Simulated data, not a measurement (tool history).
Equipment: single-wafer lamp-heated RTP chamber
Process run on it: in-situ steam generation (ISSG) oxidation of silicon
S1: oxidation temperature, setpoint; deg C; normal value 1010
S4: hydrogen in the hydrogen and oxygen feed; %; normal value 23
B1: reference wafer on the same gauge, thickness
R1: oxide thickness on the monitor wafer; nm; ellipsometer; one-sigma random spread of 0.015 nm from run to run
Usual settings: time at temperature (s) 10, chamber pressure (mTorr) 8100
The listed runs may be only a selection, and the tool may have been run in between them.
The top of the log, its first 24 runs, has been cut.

{"run": 25, "hour": 604.6, "S1": 990, "time at temperature (s)": 14, "chamber pressure (mTorr)": 7600, "S4": 28, "B1": 4.01, "R1": 4.308}
{"run": 26, "hour": 623.5, "S1": 1010, "time at temperature (s)": 11, "chamber pressure (mTorr)": 8700, "S4": 23, "B1": 4.013, "R1": 3.924}
{"run": 27, "hour": 655.4, "S1": 1010, "time at temperature (s)": 13, "chamber pressure (mTorr)": 8100, "S4": 26, "B1": 4.003, "R1": 4.365}
{"run": 28, "hour": 691.3, "S1": 990, "time at temperature (s)": 10, "chamber pressure (mTorr)": 8100, "S4": 20, "B1": 4.009, "R1": 3.417}
{"run": 29, "hour": 714.9, "S1": 1010, "time at temperature (s)": 10, "chamber pressure (mTorr)": 9100, "S4": 14, "B1": 4.011, "R1": 3.306}
{"run": 30, "hour": 745.2, "S1": 1010, "time at temperature (s)": 7, "chamber pressure (mTorr)": 7000, "S4": 23, "B1": 4.004, "R1": 3.229}
{"hour": 782.3, "done": "pyrometer window cleaned and pyrometer calibrated"}
{"run": 31, "hour": 847.1, "S1": 1005, "time at temperature (s)": 9, "chamber pressure (mTorr)": 7000, "S4": 16, "B1": 4.021, "R1": 3.218}
{"run": 32, "hour": 862.2, "S1": 1026, "time at temperature (s)": 10, "chamber pressure (mTorr)": 8100, "S4": 23, "B1": 4.012, "R1": 3.998}

Predict each of these 3 candidate next runs independently; none follows another, all start after run 32:
{"run": "A", "hour": 862.6, "S1": 1010, "time at temperature (s)": 10, "chamber pressure (mTorr)": 8100, "S4": 23, "B1": "?", "R1": "?"}
{"run": "B", "hour": 862.6, "S1": 1010, "time at temperature (s)": 9, "chamber pressure (mTorr)": 8500, "S4": 23, "B1": "?", "R1": "?"}
{"run": "C", "hour": 862.6, "S1": 1019, "time at temperature (s)": 8, "chamber pressure (mTorr)": 6900, "S4": 31, "B1": "?", "R1": "?"}

run=A B1=4.008 R1=3.772
run=B B1=4.008 R1=3.596
run=C B1=4.008 R1=3.863
With no hidden state in the tool, these same runs would have given:
run=A R1=3.772
run=B R1=3.596
run=C R1=3.863

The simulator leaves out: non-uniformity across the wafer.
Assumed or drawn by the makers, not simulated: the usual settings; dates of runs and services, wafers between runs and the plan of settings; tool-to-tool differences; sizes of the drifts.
